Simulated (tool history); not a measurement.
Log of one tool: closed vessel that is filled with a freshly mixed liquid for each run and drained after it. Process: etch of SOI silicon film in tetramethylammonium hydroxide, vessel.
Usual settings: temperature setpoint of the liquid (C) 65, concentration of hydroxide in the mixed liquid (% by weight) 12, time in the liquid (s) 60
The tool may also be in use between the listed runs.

run,hour,temperature setpoint of the liquid (C),concentration of hydroxide in the mixed liquid (% by weight),time in the liquid (s),wafers since the last listed run,hours since the thermometer was replaced,hours since the hydroxide flow meter was replaced,hours since the gauge calibration,"read-back film thickness of the SOI silicon film reference wafer, read on the same gauge (nm)",thickness taken off the SOI silicon film on a monitor wafer (Å)
1,0,65,12,60,0,735.4,504.8,53.5,130.03,3385
2,173.9,67,12,40,21139,909.3,678.7,227.4,129.95,2537.1
3,204.5,67,12,40,3719,939.9,709.3,258,130,2581.6
4,274.3,65,12,60,8484,1009.7,779.1,327.8,130.01,3337.9
5,320.7,65,12,60,5640,1056.1,825.5,374.2,129.95,3389.3
6,383.9,65,12,60,7682,1119.3,888.7,437.4,130.03,3390.7
7,449,65,12,60,7913,1184.4,953.8,502.5,130.03,3316.7
# hour 516.6: hydroxide flow meter replaced
# hour 643.5: thermometer replaced
8,662,65,12,60,25649,18.5,145.4,715.5,130.03,3540.7
9,690.8,65,12,60,3500,47.3,174.2,744.3,130,3457.8
10,754.2,65,13.5,60,7706,110.7,237.6,807.7,129.98,3243.9
11,795.2,65,13.5,60,4983,151.7,278.6,848.7,130.03,3176
12,859.7,65,10,60,7840,216.2,343.1,913.2,129.99,3680.2
13,900.6,71.5,12,60,4971,257.1,384,954.1,129.99,5049.7
14,960.5,59,12,60,7281,317,443.9,1014,130.04,2395.9
15,994.4,65,14,60,4120,350.9,477.8,1047.9,130,3152.4
# hour 1029.3: gauge calibrated
16,1062.6,67,12,40,8290,419.1,546,33.3,130.02,2573.8
17,1106.5,71,11,90,5336,463,589.9,77.2,130.01,7431.2
18,1221.9,71,13.5,50,14028,578.4,705.3,192.6,130.02,3784
19,1281.7,59.5,13.5,70,7269,638.2,765.1,252.4,129.96,2641.3
20,1320.7,65,12,60,4740,677.2,804.1,291.4,130.04,3334.8
21,1356.8,65,12,60,4388,713.3,840.2,327.5,130.07,3366.8
22,1397.2,65,12,60,4911,753.7,880.6,367.9,130.03,3343.9
23,1447.8,65,12,60,6150,804.3,931.2,418.5,130.06,3354.5
# hour 1449.4: hydroxide flow meter replaced
24,1527.3,69,12,40,9542,883.8,77.9,498,129.99,2883.3
25,1591.8,65,10,40,7840,948.3,142.4,562.5,129.98,2450.4
26,1640.5,65,12,85,5920,997,191.1,611.2,129.99,4898.7
27,1690.7,65,13.5,95,6102,1047.2,241.3,661.4,129.95,5235.3
28,1753.1,65,15,60,7585,1109.6,303.7,723.8,129.99,3091.1
29,1823.5,65,12,50,8557,1180,374.1,794.2,129.98,2861.5
# hour 1825.4: thermometer replaced
30,1871.8,65,10,85,5749,46.4,422.4,842.5,129.97,5190.7
31,1940.7,67,12,75,8375,115.3,491.3,911.4,129.98,4741.4
32,2010.2,59.5,12,60,8448,184.8,560.8,980.9,129.94,2410.9
33,2052,62,14,75,5081,226.6,602.6,1022.7,130.01,3345

Subtracting, for every run, the result it would have given without the tool's unlogged condition from the measured result gives the following. The same run-to-run variation enters both numbers; the gauge's scatter may not:
Unlogged tool condition in this case: liquid hotter than its thermometer reads (K); hydroxide flow above the setpoint (%); gauge reads high (%).
run,thickness taken off the SOI silicon film on a monitor wafer (Å)
1,-85.1
2,-84.7
3,-90.1
4,-127.6
5,-137.1
6,-147.6
7,-154.9
8,-41.9
9,-45.4
10,-62
11,-67.9
12,-60
13,-115.5
14,-61.5
15,-108.4
16,-78.5
17,-214.3
18,-172.3
19,-129.5
20,-143.3
21,-150.5
22,-156.2
23,-164.9
24,-14.4
25,-15.2
26,-49.7
27,-77.5
28,-36.8
29,-53.2
30,-84
31,-114
32,-65.9
33,-123.6
